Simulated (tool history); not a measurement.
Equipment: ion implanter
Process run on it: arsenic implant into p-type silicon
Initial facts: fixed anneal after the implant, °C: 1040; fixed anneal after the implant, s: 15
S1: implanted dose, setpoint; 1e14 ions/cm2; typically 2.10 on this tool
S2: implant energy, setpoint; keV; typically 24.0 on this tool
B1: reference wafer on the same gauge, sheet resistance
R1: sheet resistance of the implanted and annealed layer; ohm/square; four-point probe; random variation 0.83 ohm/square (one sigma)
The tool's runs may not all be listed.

run  hour    S1    S2      B1      R1
  1   0.0  2.10  18.0  367.03  395.36
  2   8.3  2.10  18.0  367.03  396.55
  3  15.1  2.10  24.0  366.94  381.02
  4  31.3  2.10  24.0  367.02  378.34
  5  38.7  2.10  24.0  366.84  380.51
  6  45.2  2.10  18.5  366.81  394.04
  7  53.0  2.10  18.5  366.94  393.78
  8  64.8  2.10  18.5  366.99  392.32
     75.2  -- gauge calibrated
  9  79.6  2.42  29.0  367.04  332.54

What will run 10 give?
     91.0  -- Faraday cup replaced and dose calibrated
 10  91.5  2.41  27.0   ?   ?

Run 10 gave B1 367.08, R1 352.77 ohm/square.
Without the tool's hidden state the same run would have given R1 350.25 ohm/square.

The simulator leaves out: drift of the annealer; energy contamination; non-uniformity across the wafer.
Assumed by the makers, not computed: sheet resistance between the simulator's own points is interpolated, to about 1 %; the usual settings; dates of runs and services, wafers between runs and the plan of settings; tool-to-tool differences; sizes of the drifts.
